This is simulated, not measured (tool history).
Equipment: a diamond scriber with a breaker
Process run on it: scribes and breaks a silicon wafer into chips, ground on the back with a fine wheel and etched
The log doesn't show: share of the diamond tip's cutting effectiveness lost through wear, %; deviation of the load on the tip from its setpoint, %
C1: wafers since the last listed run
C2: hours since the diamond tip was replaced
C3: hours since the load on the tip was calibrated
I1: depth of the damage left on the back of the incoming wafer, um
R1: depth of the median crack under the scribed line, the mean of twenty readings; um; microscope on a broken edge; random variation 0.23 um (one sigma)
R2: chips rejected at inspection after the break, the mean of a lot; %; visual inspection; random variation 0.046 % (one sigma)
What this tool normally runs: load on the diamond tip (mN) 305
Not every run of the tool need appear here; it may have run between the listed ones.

{"run": 1, "hour": 0.0, "load on the diamond tip (mN)": 333, "C1": 0, "C2": 774.6, "C3": 548.4, "I1": 0.43, "R1": 14.8, "R2": 5.69}
{"run": 2, "hour": 33.8, "load on the diamond tip (mN)": 333, "C1": 247, "C2": 808.4, "C3": 582.2, "I1": 0.75, "R1": 15.04, "R2": 5.49}
{"run": 3, "hour": 64.1, "load on the diamond tip (mN)": 264, "C1": 221, "C2": 838.7, "C3": 612.5, "I1": 0.66, "R1": 12.56, "R2": 5.95}
{"run": 4, "hour": 91.0, "load on the diamond tip (mN)": 264, "C1": 197, "C2": 865.6, "C3": 639.4, "I1": 0.59, "R1": 12.22, "R2": 6.6}
{"run": 5, "hour": 122.8, "load on the diamond tip (mN)": 264, "C1": 232, "C2": 897.4, "C3": 671.2, "I1": 0.5, "R1": 12.03, "R2": 7.3}
{"run": 6, "hour": 157.1, "load on the diamond tip (mN)": 305, "C1": 251, "C2": 931.7, "C3": 705.5, "I1": 0.45, "R1": 14, "R2": 1.3}
{"run": 7, "hour": 172.0, "load on the diamond tip (mN)": 305, "C1": 109, "C2": 946.6, "C3": 720.4, "I1": 0.69, "R1": 13.59, "R2": 1.35}
{"run": 8, "hour": 194.4, "load on the diamond tip (mN)": 255, "C1": 164, "C2": 969, "C3": 742.8, "I1": 0.67, "R1": 11.38, "R2": 11.96}
{"run": 9, "hour": 230.1, "load on the diamond tip (mN)": 255, "C1": 261, "C2": 1004.7, "C3": 778.5, "I1": 0.47, "R1": 11.42, "R2": 13.37}
{"hour": 236.1, "done": "load on the tip recalibrated"}
{"run": 10, "hour": 246.9, "load on the diamond tip (mN)": 237, "C1": 108, "C2": 1021.5, "C3": 10.8, "I1": 0.75, "R1": 9.33, "R2": 41.94}
{"hour": 262.4, "done": "diamond tip replaced by a new one"}
{"run": 11, "hour": 319.7, "load on the diamond tip (mN)": 237, "C1": 518, "C2": 57.3, "C3": 83.6, "I1": 0.69, "R1": 11.35, "R2": 14.21}
{"run": 12, "hour": 337.5, "load on the diamond tip (mN)": 254, "C1": 130, "C2": 75.1, "C3": 101.4, "I1": 0.46, "R1": 12.23, "R2": 6.29}
{"run": 13, "hour": 352.8, "load on the diamond tip (mN)": 396, "C1": 112, "C2": 90.4, "C3": 116.7, "I1": 0.59, "R1": 18.33, "R2": 26.75}
{"run": 14, "hour": 377.7, "load on the diamond tip (mN)": 338, "C1": 182, "C2": 115.3, "C3": 141.6, "I1": 0.64, "R1": 16.03, "R2": 9.34}
{"run": 15, "hour": 402.7, "load on the diamond tip (mN)": 341, "C1": 183, "C2": 140.3, "C3": 166.6, "I1": 0.48, "R1": 16.34, "R2": 10.86}
{"run": 16, "hour": 429.1, "load on the diamond tip (mN)": 269, "C1": 193, "C2": 166.7, "C3": 193, "I1": 0.43, "R1": 12.81, "R2": 2.14}
{"run": 17, "hour": 460.9, "load on the diamond tip (mN)": 354, "C1": 232, "C2": 198.5, "C3": 224.8, "I1": 0.33, "R1": 16.95, "R2": 16.02}
{"run": 18, "hour": 475.6, "load on the diamond tip (mN)": 305, "C1": 107, "C2": 213.2, "C3": 239.5, "I1": 0.42, "R1": 15.12, "R2": 3.68}
{"run": 19, "hour": 498.3, "load on the diamond tip (mN)": 305, "C1": 166, "C2": 235.9, "C3": 262.2, "I1": 0.6, "R1": 15.17, "R2": 3.82}
{"run": 20, "hour": 529.5, "load on the diamond tip (mN)": 264, "C1": 228, "C2": 267.1, "C3": 293.4, "I1": 0.35, "R1": 12.88, "R2": 2.21}
{"run": 21, "hour": 561.7, "load on the diamond tip (mN)": 362, "C1": 235, "C2": 299.3, "C3": 325.6, "I1": 0.46, "R1": 17.25, "R2": 19.48}
{"run": 22, "hour": 629.7, "load on the diamond tip (mN)": 372, "C1": 498, "C2": 367.3, "C3": 393.6, "I1": 0.74, "R1": 17.96, "R2": 23.06}

Run 23 comes next. What will it give?
{"run": 23, "hour": 663.1, "load on the diamond tip (mN)": 305, "C1": 244, "C2": 400.7, "C3": 427, "I1": 0.57, "R1": "?", "R2": "?"}

{"run 23": {"R1": 14.69, "R2": 4.14}}
If the tool had no hidden condition, the same run with the same run-to-run variation would have returned R1 13.42 um, R2 1.24 %.
